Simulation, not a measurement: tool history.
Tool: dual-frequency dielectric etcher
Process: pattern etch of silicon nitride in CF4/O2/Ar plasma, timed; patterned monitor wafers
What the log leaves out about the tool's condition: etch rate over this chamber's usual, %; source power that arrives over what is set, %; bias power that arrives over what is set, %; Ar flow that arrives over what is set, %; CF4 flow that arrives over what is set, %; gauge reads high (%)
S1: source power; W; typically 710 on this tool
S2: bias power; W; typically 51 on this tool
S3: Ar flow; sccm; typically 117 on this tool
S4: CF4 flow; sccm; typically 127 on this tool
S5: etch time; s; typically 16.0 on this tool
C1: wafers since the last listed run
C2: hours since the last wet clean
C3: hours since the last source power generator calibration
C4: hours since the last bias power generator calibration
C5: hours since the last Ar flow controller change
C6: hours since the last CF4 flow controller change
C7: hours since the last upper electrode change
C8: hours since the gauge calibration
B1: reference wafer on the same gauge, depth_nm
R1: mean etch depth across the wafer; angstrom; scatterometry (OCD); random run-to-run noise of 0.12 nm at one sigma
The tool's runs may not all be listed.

{"run": 1, "day": 0.0, "S1": 710, "S2": 51, "S3": 117, "S4": 127, "S5": 16.0, "C1": 0, "C2": 42.5, "C3": 2002.7, "C4": 160.1, "C5": 19.4, "C6": 263.0, "C7": 3760.4, "C8": 1536.4, "B1": 47.51, "R1": 454.1}
{"run": 2, "day": 1.083, "S1": 710, "S2": 51, "S3": 117, "S4": 127, "S5": 16.0, "C1": 457, "C2": 68.5, "C3": 2028.7, "C4": 186.1, "C5": 45.4, "C6": 289.0, "C7": 3786.4, "C8": 1562.4, "B1": 47.49, "R1": 455.9}
{"run": 3, "day": 2.192, "S1": 710, "S2": 45, "S3": 117, "S4": 95, "S5": 16.0, "C1": 468, "C2": 95.1, "C3": 2055.3, "C4": 212.7, "C5": 72.0, "C6": 315.6, "C7": 3813.0, "C8": 1589.0, "B1": 47.5, "R1": 393.3}
{"run": 4, "day": 4.833, "S1": 710, "S2": 51, "S3": 117, "S4": 127, "S5": 16.0, "C1": 1116, "C2": 158.5, "C3": 2118.7, "C4": 276.1, "C5": 135.4, "C6": 379.0, "C7": 3876.4, "C8": 1652.4, "B1": 47.51, "R1": 455.7}
{"run": 5, "day": 8.742, "S1": 530, "S2": 51, "S3": 90, "S4": 109, "S5": 20.0, "C1": 1651, "C2": 252.3, "C3": 2212.5, "C4": 369.9, "C5": 229.2, "C6": 472.8, "C7": 3970.2, "C8": 1746.2, "B1": 47.52, "R1": 486.1}
{"run": 6, "day": 11.279, "S1": 710, "S2": 47, "S3": 117, "S4": 157, "S5": 12.5, "C1": 1072, "C2": 313.2, "C3": 2273.4, "C4": 430.8, "C5": 290.1, "C6": 533.7, "C7": 4031.1, "C8": 1807.1, "B1": 47.51, "R1": 351.8}
{"day": 14.904, "done": "wet clean of the chamber"}
{"day": 14.912, "done": "gauge calibrated"}
{"run": 7, "day": 14.925, "S1": 710, "S2": 51, "S3": 117, "S4": 157, "S5": 16.0, "C1": 1117, "C2": 0.5, "C3": 2360.9, "C4": 518.3, "C5": 377.6, "C6": 621.2, "C7": 4118.6, "C8": 0.3, "B1": 47.51, "R1": 473.8}
{"run": 8, "day": 15.912, "S1": 710, "S2": 63, "S3": 130, "S4": 127, "S5": 16.0, "C1": 417, "C2": 24.2, "C3": 2384.6, "C4": 542.0, "C5": 401.3, "C6": 644.9, "C7": 4142.3, "C8": 24.0, "B1": 47.51, "R1": 509.1}
{"run": 9, "day": 17.358, "S1": 710, "S2": 51, "S3": 117, "S4": 135, "S5": 19.0, "C1": 610, "C2": 58.9, "C3": 2419.3, "C4": 576.7, "C5": 436.0, "C6": 679.6, "C7": 4177.0, "C8": 58.7, "B1": 47.5, "R1": 546.7}
{"run": 10, "day": 18.542, "S1": 710, "S2": 51, "S3": 117, "S4": 127, "S5": 16.0, "C1": 499, "C2": 87.3, "C3": 2447.7, "C4": 605.1, "C5": 464.4, "C6": 708.0, "C7": 4205.4, "C8": 87.1, "B1": 47.5, "R1": 455.0}
{"day": 20.542, "done": "upper electrode replaced"}
{"run": 11, "day": 21.229, "S1": 710, "S2": 51, "S3": 117, "S4": 127, "S5": 16.0, "C1": 712, "C2": 151.8, "C3": 2512.2, "C4": 669.6, "C5": 528.9, "C6": 772.5, "C7": 16.5, "C8": 151.6, "B1": 47.51, "R1": 456.3}
{"run": 12, "day": 23.696, "S1": 710, "S2": 51, "S3": 117, "S4": 127, "S5": 16.0, "C1": 1042, "C2": 211.0, "C3": 2571.4, "C4": 728.8, "C5": 588.1, "C6": 831.7, "C7": 75.7, "C8": 210.8, "B1": 47.47, "R1": 456.7}
{"run": 13, "day": 25.242, "S1": 710, "S2": 58, "S3": 130, "S4": 105, "S5": 16.0, "C1": 653, "C2": 248.1, "C3": 2608.5, "C4": 765.9, "C5": 625.2, "C6": 868.8, "C7": 112.8, "C8": 247.9, "B1": 47.5, "R1": 468.2}
{"day": 33.033, "done": "source power generator calibrated"}
{"day": 33.146, "done": "wet clean of the chamber"}
{"run": 14, "day": 33.167, "S1": 710, "S2": 51, "S3": 117, "S4": 127, "S5": 16.0, "C1": 3229, "C2": 0.5, "C3": 3.2, "C4": 956.1, "C5": 815.4, "C6": 1059.0, "C7": 303.0, "C8": 438.1, "B1": 47.51, "R1": 452.6}
{"run": 15, "day": 35.329, "S1": 710, "S2": 41, "S3": 117, "S4": 127, "S5": 18.5, "C1": 913, "C2": 52.4, "C3": 55.1, "C4": 1008.0, "C5": 867.3, "C6": 1110.9, "C7": 354.9, "C8": 490.0, "B1": 47.5, "R1": 459.1}
{"run": 16, "day": 36.958, "S1": 710, "S2": 51, "S3": 102, "S4": 136, "S5": 16.0, "C1": 688, "C2": 91.5, "C3": 94.2, "C4": 1047.1, "C5": 906.4, "C6": 1150.0, "C7": 394.0, "C8": 529.1, "B1": 47.49, "R1": 460.9}
{"run": 17, "day": 38.296, "S1": 710, "S2": 45, "S3": 143, "S4": 98, "S5": 20.0, "C1": 565, "C2": 123.6, "C3": 126.3, "C4": 1079.2, "C5": 938.5, "C6": 1182.1, "C7": 426.1, "C8": 561.2, "B1": 47.51, "R1": 480.9}
{"run": 18, "day": 41.054, "S1": 710, "S2": 51, "S3": 117, "S4": 101, "S5": 16.0, "C1": 1165, "C2": 189.8, "C3": 192.5, "C4": 1145.4, "C5": 1004.7, "C6": 1248.3, "C7": 492.3, "C8": 627.4, "B1": 47.46, "R1": 429.0}
{"day": 50.496, "done": "wet clean of the chamber"}
{"run": 19, "day": 50.517, "S1": 710, "S2": 51, "S3": 117, "S4": 127, "S5": 16.0, "C1": 3575, "C2": 0.5, "C3": 419.6, "C4": 1372.5, "C5": 1231.8, "C6": 1475.4, "C7": 719.4, "C8": 854.5, "B1": 47.5, "R1": 450.1}
{"run": 20, "day": 52.425, "S1": 650, "S2": 51, "S3": 117, "S4": 127, "S5": 16.0, "C1": 806, "C2": 46.3, "C3": 465.4, "C4": 1418.3, "C5": 1277.6, "C6": 1521.2, "C7": 765.2, "C8": 900.3, "B1": 47.51, "R1": 433.8}
{"run": 21, "day": 53.596, "S1": 710, "S2": 51, "S3": 136, "S4": 127, "S5": 21.0, "C1": 494, "C2": 74.4, "C3": 493.5, "C4": 1446.4, "C5": 1305.7, "C6": 1549.3, "C7": 793.3, "C8": 928.4, "B1": 47.47, "R1": 589.1}

Forecast each of these 4 alternatives for the next run:
{"run": "A", "day": 53.612, "S1": 710, "S2": 51, "S3": 117, "S4": 127, "S5": 16.0, "C1": 7, "C2": 74.8, "C3": 493.9, "C4": 1446.8, "C5": 1306.1, "C6": 1549.7, "C7": 793.7, "C8": 928.8, "B1": "?", "R1": "?"}
{"run": "B", "day": 53.612, "S1": 710, "S2": 42, "S3": 125, "S4": 105, "S5": 16.0, "C1": 7, "C2": 74.8, "C3": 493.9, "C4": 1446.8, "C5": 1306.1, "C6": 1549.7, "C7": 793.7, "C8": 928.8, "B1": "?", "R1": "?"}
{"run": "C", "day": 53.612, "S1": 540, "S2": 51, "S3": 117, "S4": 127, "S5": 16.0, "C1": 7, "C2": 74.8, "C3": 493.9, "C4": 1446.8, "C5": 1306.1, "C6": 1549.7, "C7": 793.7, "C8": 928.8, "B1": "?", "R1": "?"}
{"run": "D", "day": 53.612, "S1": 710, "S2": 61, "S3": 102, "S4": 127, "S5": 16.0, "C1": 7, "C2": 74.8, "C3": 493.9, "C4": 1446.8, "C5": 1306.1, "C6": 1549.7, "C7": 793.7, "C8": 928.8, "B1": "?", "R1": "?"}

run=A B1=47.54 R1=451.9
run=B B1=47.54 R1=381.8
run=C B1=47.54 R1=395.1
run=D B1=47.54 R1=504.1
What these runs would have given with no unlogged condition in the tool:
run=A R1=450.6
run=B R1=380.7
run=C R1=394.0
run=D R1=502.7

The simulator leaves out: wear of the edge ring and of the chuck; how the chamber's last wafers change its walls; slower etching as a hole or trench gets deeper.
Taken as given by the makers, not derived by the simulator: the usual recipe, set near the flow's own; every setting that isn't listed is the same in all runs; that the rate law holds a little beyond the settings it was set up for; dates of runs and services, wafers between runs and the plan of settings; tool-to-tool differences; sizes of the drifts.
